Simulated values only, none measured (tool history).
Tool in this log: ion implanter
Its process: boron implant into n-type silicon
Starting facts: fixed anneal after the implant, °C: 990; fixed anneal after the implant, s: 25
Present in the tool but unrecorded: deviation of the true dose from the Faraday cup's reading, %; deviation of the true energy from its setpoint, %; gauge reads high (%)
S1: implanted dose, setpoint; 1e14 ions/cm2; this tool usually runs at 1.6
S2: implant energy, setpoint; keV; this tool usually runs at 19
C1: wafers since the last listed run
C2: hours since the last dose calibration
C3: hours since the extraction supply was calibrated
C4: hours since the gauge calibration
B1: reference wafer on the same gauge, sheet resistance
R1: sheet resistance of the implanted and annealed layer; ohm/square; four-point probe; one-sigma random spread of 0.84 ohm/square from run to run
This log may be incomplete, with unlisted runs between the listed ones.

Run 1, hour 0: usual settings but S1 1.95 1e14 ions/cm2, S2 16 keV; C1 0; C2 1712.4; C3 4840.4; C4 143.7; B1 597.96. Result: R1 473.84 ohm/square.
Run 2, hour 15.4: usual settings; C1 296; C2 1727.8; C3 4855.8; C4 159.1; B1 597.98. Result: R1 542.8 ohm/square.
Run 3, hour 29.1: usual settings; C1 263; C2 1741.5; C3 4869.5; C4 172.8; B1 598.24. Result: R1 542.09 ohm/square.
Run 4, hour 45.8: usual settings; C1 321; C2 1758.2; C3 4886.2; C4 189.5; B1 597.96. Result: R1 541.92 ohm/square.
Run 5, hour 60.8: usual settings but S2 22 keV; C1 288; C2 1773.2; C3 4901.2; C4 204.5; B1 598.02. Result: R1 530.86 ohm/square.
Run 6, hour 67.8: usual settings but S2 22 keV; C1 134; C2 1780.2; C3 4908.2; C4 211.5; B1 597.94. Result: R1 530 ohm/square.
Run 7, hour 84.1: usual settings but S2 22 keV; C1 313; C2 1796.5; C3 4924.5; C4 227.8; B1 598.01. Result: R1 528.98 ohm/square.
Run 8, hour 95.6: usual settings but S1 1.76 1e14 ions/cm2; C1 221; C2 1808; C3 4936; C4 239.3; B1 597.85. Result: R1 502.86 ohm/square.
Run 9, hour 103.5: usual settings but S1 1.76 1e14 ions/cm2; C1 151; C2 1815.9; C3 4943.9; C4 247.2; B1 597.95. Result: R1 501.36 ohm/square.
Run 10, hour 119.3: usual settings but S1 1.76 1e14 ions/cm2; C1 303; C2 1831.7; C3 4959.7; C4 263; B1 598. Result: R1 501.56 ohm/square.
At hour 127.2: gauge calibrated.
At hour 134.4: extraction supply calibrated.
Run 11, hour 134.9: usual settings; C1 146; C2 1847.3; C3 0.5; C4 7.7; B1 597.96. Result: R1 540.32 ohm/square.
At hour 147.1: Faraday cup replaced and dose calibrated.
Run 12, hour 147.6: usual settings; C1 90; C2 0.5; C3 13.2; C4 20.4; B1 597.91. Result: R1 587.87 ohm/square.
Run 13, hour 160.5: usual settings but S1 1.17 1e14 ions/cm2; C1 247; C2 13.4; C3 26.1; C4 33.3; B1 598.15. Result: R1 744.79 ohm/square.
Run 14, hour 168.8: usual settings but S1 1.27 1e14 ions/cm2; C1 159; C2 21.7; C3 34.4; C4 41.6; B1 598.07. Result: R1 698.96 ohm/square.
Run 15, hour 177.3: usual settings but S1 1.25 1e14 ions/cm2; C1 163; C2 30.2; C3 42.9; C4 50.1; B1 597.78. Result: R1 708.2 ohm/square.
Run 16, hour 185.9: usual settings but S1 1.27 1e14 ions/cm2, S2 25 keV; C1 165; C2 38.8; C3 51.5; C4 58.7; B1 597.89. Result: R1 668.53 ohm/square.
Run 17, hour 201.6: usual settings but S1 1.83 1e14 ions/cm2; C1 301; C2 54.5; C3 67.2; C4 74.4; B1 598.17. Result: R1 528.52 ohm/square.
At hour 211.3: Faraday cup replaced and dose calibrated, repeated, since the last time left the tool worse.
Run 18, hour 212.1: usual settings; C1 48; C2 0.8; C3 77.7; C4 84.9; B1 597.82. Result: R1 555.36 ohm/square.
Run 19, hour 225: usual settings; C1 247; C2 13.7; C3 90.6; C4 97.8; B1 597.91. Result: R1 554.79 ohm/square.
Run 20, hour 235.5: usual settings but S1 1.47 1e14 ions/cm2, S2 16 keV; C1 201; C2 24.2; C3 101.1; C4 108.3; B1 598.06. Result: R1 608.81 ohm/square.
Run 21, hour 243.5: usual settings but S1 1.37 1e14 ions/cm2, S2 25 keV; C1 153; C2 32.2; C3 109.1; C4 116.3; B1 597.81. Result: R1 598.56 ohm/square.
Run 22, hour 259.7: usual settings but S1 1.96 1e14 ions/cm2, S2 24.5 keV; C1 311; C2 48.4; C3 125.3; C4 132.5; B1 598.18. Result: R1 458.18 ohm/square.
Run 23, hour 274.7: usual settings but S2 14.5 keV; C1 288; C2 63.4; C3 140.3; C4 147.5; B1 598.25. Result: R1 576.2 ohm/square.
Run 24, hour 289.1: usual settings but S1 2.03 1e14 ions/cm2, S2 13.5 keV; C1 276; C2 77.8; C3 154.7; C4 161.9; B1 597.75. Result: R1 481.28 ohm/square.
Run 25, hour 305: usual settings but S1 2.07 1e14 ions/cm2, S2 14.5 keV; C1 305; C2 93.7; C3 170.6; C4 177.8; B1 598.25. Result: R1 468.99 ohm/square.

Predict each of these 5 candidate next runs independently; none follows another, all start after run 25:
Run A, hour 305.4: usual settings but S2 25 keV; C1 7; C2 94.1; C3 171; C4 178.2; B1 ?. Result: R1 ?.
Run B, hour 305.4: usual settings but S1 1.24 1e14 ions/cm2; C1 7; C2 94.1; C3 171; C4 178.2; B1 ?. Result: R1 ?.
Run C, hour 305.4: usual settings but S1 1.45 1e14 ions/cm2, S2 21.5 keV; C1 7; C2 94.1; C3 171; C4 178.2; B1 ?. Result: R1 ?.
Run D, hour 305.4: usual settings but S1 2.03 1e14 ions/cm2, S2 14.5 keV; C1 7; C2 94.1; C3 171; C4 178.2; B1 ?. Result: R1 ?.
Run E, hour 305.4: usual settings but S1 1.2 1e14 ions/cm2, S2 14 keV; C1 7; C2 94.1; C3 171; C4 178.2; B1 ?. Result: R1 ?.

run      B1      R1
  A  597.78  531.23
  B  597.78   672.9
  C  597.78  585.74
  D  597.78  474.62
  E  597.78  722.75
Without the tool's unlogged condition, the same runs would have read:
run      R1
  A  533.61
  B  675.96
  C   588.4
  D   476.9
  E   726.1

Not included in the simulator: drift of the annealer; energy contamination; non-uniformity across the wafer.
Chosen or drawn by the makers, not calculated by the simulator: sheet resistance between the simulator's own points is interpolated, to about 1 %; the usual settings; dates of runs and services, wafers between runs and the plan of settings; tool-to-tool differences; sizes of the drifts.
